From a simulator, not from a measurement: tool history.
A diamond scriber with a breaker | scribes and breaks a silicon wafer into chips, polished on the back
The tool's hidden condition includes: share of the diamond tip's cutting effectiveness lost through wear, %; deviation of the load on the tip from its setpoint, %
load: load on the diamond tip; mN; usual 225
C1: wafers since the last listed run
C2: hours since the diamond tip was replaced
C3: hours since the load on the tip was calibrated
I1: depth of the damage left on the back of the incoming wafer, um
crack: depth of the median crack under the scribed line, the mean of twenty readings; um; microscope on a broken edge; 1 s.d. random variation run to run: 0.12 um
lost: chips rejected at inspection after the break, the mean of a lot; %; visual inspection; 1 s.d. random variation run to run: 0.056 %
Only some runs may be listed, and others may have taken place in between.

run 1 hour=0 | load=225 | C1=0 C2=777.4 C3=1193.2 | I1=0.01 | crack=9.37 lost=0.87
run 2 hour=47 | load=225 | C1=58 C2=824.4 C3=1240.2 | I1=0.05 | crack=9.27 lost=0.95
run 3 hour=54.9 | load=225 | C1=9 C2=832.3 C3=1248.1 | I1=0.02 | crack=9.14 lost=0.94
run 4 hour=70.1 | load=225 | C1=18 C2=847.5 C3=1263.3 | I1=0.02 | crack=9.16 lost=0.82
run 5 hour=82.6 | load=187 | C1=15 C2=860 C3=1275.8 | I1=0.04 | crack=7.8 lost=4.15
run 6 hour=98.5 | load=186 | C1=19 C2=875.9 C3=1291.7 | I1=0.05 | crack=7.94 lost=4.43
run 7 hour=113.7 | load=225 | C1=18 C2=891.1 C3=1306.9 | I1=0.01 | crack=9.14 lost=0.86
run 8 hour=124.6 | load=250 | C1=13 C2=902 C3=1317.8 | I1=0.03 | crack=10.26 lost=1.99
run 9 hour=140.6 | load=250 | C1=19 C2=918 C3=1333.8 | I1=0.02 | crack=10 lost=1.9
-- hour=142.7 load on the tip recalibrated
-- hour=156.1 diamond tip replaced by a new one
run 10 hour=157 | load=207 | C1=15 C2=0.9 C3=14.3 | I1=0.04 | crack=8.73 lost=1.64
run 11 hour=172.8 | load=207 | C1=19 C2=16.7 C3=30.1 | I1=0.04 | crack=8.79 lost=1.63
run 12 hour=185.7 | load=207 | C1=16 C2=29.6 C3=43 | I1=0.03 | crack=8.47 lost=1.38
run 13 hour=203.1 | load=253 | C1=21 C2=47 C3=60.4 | I1=0.01 | crack=10.26 lost=2.32
run 14 hour=241.7 | load=265 | C1=48 C2=85.6 C3=99 | I1=0.02 | crack=10.41 lost=3.02
run 15 hour=250.8 | load=225 | C1=11 C2=94.7 C3=108.1 | I1=0.03 | crack=9.2 lost=0.97
run 16 hour=294.7 | load=278 | C1=54 C2=138.6 C3=152 | I1=0.02 | crack=11.02 lost=4.17
run 17 hour=301.4 | load=170 | C1=8 C2=145.3 C3=158.7 | I1=0.01 | crack=7.12 lost=8.72
run 18 hour=311.8 | load=291 | C1=12 C2=155.7 C3=169.1 | I1=0.02 | crack=11.3 lost=6.49
run 19 hour=318.9 | load=258 | C1=8 C2=162.8 C3=176.2 | I1=0.05 | crack=10.39 lost=2.29
run 20 hour=333.5 | load=158 | C1=18 C2=177.4 C3=190.8 | I1=0.03 | crack=6.72 lost=13.87
run 21 hour=365.8 | load=189 | C1=40 C2=209.7 C3=223.1 | I1=0.02 | crack=8.06 lost=3.71
run 22 hour=382.4 | load=225 | C1=20 C2=226.3 C3=239.7 | I1=0.04 | crack=9.29 lost=0.94
run 23 hour=392.6 | load=276 | C1=12 C2=236.5 C3=249.9 | I1=0.01 | crack=10.92 lost=4.58
run 24 hour=406.3 | load=247 | C1=17 C2=250.2 C3=263.6 | I1=0.01 | crack=9.89 lost=1.67
run 25 hour=413.4 | load=225 | C1=8 C2=257.3 C3=270.7 | I1=0.04 | crack=9.24 lost=0.84
run 26 hour=423.5 | load=273 | C1=12 C2=267.4 C3=280.8 | I1=0.05 | crack=10.77 lost=3.88
run 27 hour=429.5 | load=159 | C1=7 C2=273.4 C3=286.8 | I1=0.02 | crack=6.97 lost=12.47

Across each entry between runs, compare the hidden state at the last listed run before it with the hidden state at the first listed run after it:
Between runs 9 and 10: load on the tip recalibrated (hour 142.7); diamond tip replaced by a new one (hour 156.1)
  no hidden state differs between the two runs

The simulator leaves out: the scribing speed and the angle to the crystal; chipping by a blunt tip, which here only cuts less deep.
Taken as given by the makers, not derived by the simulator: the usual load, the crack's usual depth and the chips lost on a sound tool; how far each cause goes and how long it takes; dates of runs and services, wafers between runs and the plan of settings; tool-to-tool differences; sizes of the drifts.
